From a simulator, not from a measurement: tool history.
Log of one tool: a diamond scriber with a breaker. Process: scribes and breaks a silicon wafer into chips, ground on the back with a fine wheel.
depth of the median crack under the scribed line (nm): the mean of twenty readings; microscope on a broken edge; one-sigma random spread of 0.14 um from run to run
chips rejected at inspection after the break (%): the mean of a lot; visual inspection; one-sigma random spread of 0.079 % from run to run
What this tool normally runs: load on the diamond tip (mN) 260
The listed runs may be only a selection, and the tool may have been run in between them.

| run | day | load on the diamond tip (mN) | incoming depth of the damage left on the back of the incoming wafer, um | depth of the median crack under the scribed line (nm) | chips rejected at inspection after the break (%) |
|---|---|---|---|---|---|
| 1 | 0 | 260 | 2.21 | 6740 | 3.44 |
| 2 | 0.542 | 260 | 2.57 | 6660 | 4.88 |
| 3 | 0.938 | 260 | 1.53 | 6550 | 2.26 |
| 4 | 1.525 | 260 | 2.45 | 6710 | 4.69 |
| 5 | 1.883 | 260 | 1.65 | 6510 | 2.56 |
| 6 | 3.946 | 260 | 2.07 | 6430 | 4.23 |
| 7 | 4.396 | 260 | 1.73 | 6390 | 3.45 |
|  | 4.904 | diamond tip replaced by a new one |
| 8 | 4.925 | 260 | 2.51 | 5650 | 11.36 |
| 9 | 5.129 | 321 | 2.61 | 6850 | 3.97 |
| 10 | 5.521 | 321 | 1.96 | 7090 | 2.07 |
| 11 | 5.858 | 321 | 1.52 | 6980 | 1.4 |
| 12 | 6.179 | 260 | 2.13 | 5750 | 8.98 |
|  | 6.5 | load on the tip recalibrated |
| 13 | 6.879 | 260 | 2.4 | 5720 | 10.06 |
| 14 | 7.238 | 260 | 1.83 | 5730 | 8.06 |
| 15 | 7.538 | 191 | 2.23 | 3710 | 35.62 |
|  | 7.921 | diamond tip replaced by a new one, repeated, since the last time left the tool worse |
| 16 | 7.942 | 293 | 2.85 | 8150 | 4.36 |
| 17 | 8.408 | 205 | 2.57 | 5350 | 14.11 |
| 18 | 10.338 | 260 | 1.88 | 7140 | 1.76 |
| 19 | 10.708 | 260 | 2.46 | 7270 | 3.26 |
| 20 | 11.096 | 190 | 1.68 | 4730 | 15.5 |
| 21 | 11.662 | 226 | 1.9 | 5920 | 5.07 |
| 22 | 12.404 | 302 | 2.79 | 8550 | 4.49 |
| 23 | 12.667 | 287 | 2.99 | 7900 | 4.19 |
| 24 | 13.175 | 213 | 2.05 | 5360 | 8.33 |

What if the next run were any one of these 4? Each begins from the tool's condition after run 24:
| A | 13.204 | 260 | 1.71 | ? | ? |
| B | 13.204 | 285 | 1.71 | ? | ? |
| C | 13.204 | 195 | 1.71 | ? | ? |
| D | 13.204 | 238 | 1.71 | ? | ? |

| run | depth of the median crack under the scribed line (nm) | chips rejected at inspection after the break (%) |
|---|---|---|
| A | 7200 | 1.63 |
| B | 7960 | 1.86 |
| C | 4980 | 14.7 |
| D | 6490 | 3.17 |
What these runs would have given with no unlogged condition in the tool:
| run | depth of the median crack under the scribed line (nm) | chips rejected at inspection after the break (%) |
|---|---|---|
| A | 7370 | 1.53 |
| B | 8150 | 2.16 |
| C | 5090 | 13.32 |
| D | 6640 | 2.67 |
